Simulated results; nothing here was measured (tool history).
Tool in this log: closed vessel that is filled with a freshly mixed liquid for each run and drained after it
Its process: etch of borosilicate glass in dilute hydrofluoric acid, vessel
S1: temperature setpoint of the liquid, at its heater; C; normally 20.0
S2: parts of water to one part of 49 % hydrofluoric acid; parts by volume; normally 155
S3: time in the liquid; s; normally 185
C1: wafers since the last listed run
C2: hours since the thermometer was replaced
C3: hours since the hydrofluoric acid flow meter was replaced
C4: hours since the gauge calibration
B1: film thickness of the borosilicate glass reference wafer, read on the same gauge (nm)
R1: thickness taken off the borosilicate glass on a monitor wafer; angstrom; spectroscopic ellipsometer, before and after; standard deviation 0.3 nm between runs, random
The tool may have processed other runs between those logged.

| run | day | S1 | S2 | S3 | C1 | C2 | C3 | C4 | B1 | R1 |
|---|---|---|---|---|---|---|---|---|---|---|
| 1 | 0.000 | 20.0 | 155 | 215 | 0 | 1714.1 | 352.5 | 2456.8 | 50.03 | 467.1 |
| 2 | 2.025 | 20.0 | 155 | 215 | 5389 | 1762.7 | 401.1 | 2505.4 | 50.01 | 466.8 |
| 3 | 3.342 | 20.0 | 155 | 185 | 3504 | 1794.3 | 432.7 | 2537.0 | 50.00 | 404.5 |
| 4 | 4.700 | 20.0 | 155 | 185 | 3615 | 1826.9 | 465.3 | 2569.6 | 49.99 | 401.4 |
| 5 | 7.217 | 20.0 | 155 | 185 | 6698 | 1887.3 | 525.7 | 2630.0 | 49.98 | 406.3 |
| 6 | 8.679 | 20.0 | 155 | 185 | 3892 | 1922.4 | 560.8 | 2665.1 | 50.01 | 406.6 |
|  | 9.450 | gauge calibrated |
| 7 | 10.871 | 20.0 | 155 | 185 | 5833 | 1975.0 | 613.4 | 34.1 | 49.99 | 410.3 |
| 8 | 11.900 | 20.0 | 175 | 185 | 2739 | 1999.7 | 638.1 | 58.8 | 49.97 | 354.5 |
| 9 | 18.433 | 20.0 | 175 | 185 | 17389 | 2156.5 | 794.9 | 215.6 | 49.94 | 357.2 |
| 10 | 20.542 | 20.0 | 155 | 185 | 5611 | 2207.1 | 845.5 | 266.2 | 50.04 | 413.8 |
| 11 | 22.558 | 20.0 | 155 | 100 | 5367 | 2255.5 | 893.9 | 314.6 | 49.97 | 224.3 |
| 12 | 23.779 | 20.0 | 155 | 185 | 3249 | 2284.8 | 923.2 | 343.9 | 49.99 | 412.0 |
| 13 | 25.133 | 22.0 | 205 | 265 | 3604 | 2317.3 | 955.7 | 376.4 | 50.02 | 462.5 |
| 14 | 27.475 | 23.0 | 155 | 285 | 6232 | 2373.5 | 1011.9 | 432.6 | 49.98 | 727.9 |
| 15 | 30.104 | 17.5 | 110 | 185 | 6998 | 2436.6 | 1075.0 | 495.7 | 50.00 | 552.8 |
| 16 | 31.262 | 24.5 | 155 | 185 | 3083 | 2464.4 | 1102.8 | 523.5 | 49.99 | 491.0 |
| 17 | 32.742 | 20.0 | 225 | 135 | 3937 | 2499.9 | 1138.3 | 559.0 | 50.03 | 195.2 |
|  | 33.608 | thermometer replaced |
| 18 | 34.425 | 17.0 | 125 | 120 | 4369 | 19.6 | 1178.7 | 599.4 | 50.01 | 307.1 |
| 19 | 37.396 | 20.0 | 155 | 185 | 7907 | 90.9 | 1250.0 | 670.7 | 50.01 | 424.5 |
|  | 38.838 | hydrofluoric acid flow meter replaced |
| 20 | 40.175 | 20.0 | 155 | 185 | 7286 | 157.6 | 32.1 | 737.4 | 50.00 | 393.7 |
| 21 | 41.479 | 20.0 | 155 | 245 | 3471 | 188.9 | 63.4 | 768.7 | 49.97 | 520.4 |
| 22 | 42.542 | 17.0 | 95 | 90 | 2828 | 214.4 | 88.9 | 794.2 | 50.02 | 289.3 |
| 23 | 44.900 | 17.0 | 155 | 220 | 6277 | 271.0 | 145.5 | 850.8 | 50.00 | 422.7 |
| 24 | 47.538 | 20.0 | 155 | 105 | 7020 | 334.3 | 208.8 | 914.1 | 49.96 | 228.7 |
| 25 | 49.442 | 20.0 | 155 | 185 | 5068 | 380.0 | 254.5 | 959.8 | 49.98 | 399.3 |
| 26 | 51.150 | 20.0 | 155 | 185 | 4547 | 421.0 | 295.5 | 1000.8 | 49.99 | 396.4 |
| 27 | 53.579 | 20.0 | 110 | 145 | 6465 | 479.3 | 353.8 | 1059.1 | 50.01 | 465.9 |
| 28 | 55.546 | 23.5 | 195 | 220 | 5234 | 526.5 | 401.0 | 1106.3 | 49.98 | 413.4 |
| 29 | 57.771 | 20.0 | 200 | 290 | 5922 | 579.9 | 454.4 | 1159.7 | 49.95 | 474.7 |
| 30 | 59.925 | 20.0 | 155 | 290 | 5733 | 631.6 | 506.1 | 1211.4 | 50.00 | 635.0 |
| 31 | 61.950 | 20.0 | 155 | 80 | 5389 | 680.2 | 554.7 | 1260.0 | 50.02 | 175.3 |
| 32 | 64.862 | 20.0 | 115 | 185 | 7752 | 750.1 | 624.6 | 1329.9 | 50.00 | 569.1 |
| 33 | 67.629 | 20.0 | 155 | 95 | 7364 | 816.5 | 691.0 | 1396.3 | 50.04 | 207.7 |
| 34 | 70.400 | 24.0 | 215 | 115 | 7375 | 883.0 | 757.5 | 1462.8 | 50.01 | 201.3 |

Here are 3 independent what-if runs from the current tool condition. What would each one return?
| A | 70.429 | 23.5 | 155 | 185 | 77 | 883.7 | 758.2 | 1463.5 | ? | ? |
| B | 70.429 | 23.0 | 120 | 220 | 77 | 883.7 | 758.2 | 1463.5 | ? | ? |
| C | 70.429 | 17.5 | 200 | 260 | 77 | 883.7 | 758.2 | 1463.5 | ? | ? |

| run | B1 | R1 |
|---|---|---|
| A | 49.94 | 473.3 |
| B | 49.94 | 741.1 |
| C | 49.94 | 390.0 |
The same runs, with their run-to-run variation unchanged, on a tool lacking any hidden condition would have given:
| run | R1 |
|---|---|
| A | 451.4 |
| B | 707.8 |
| C | 371.7 |
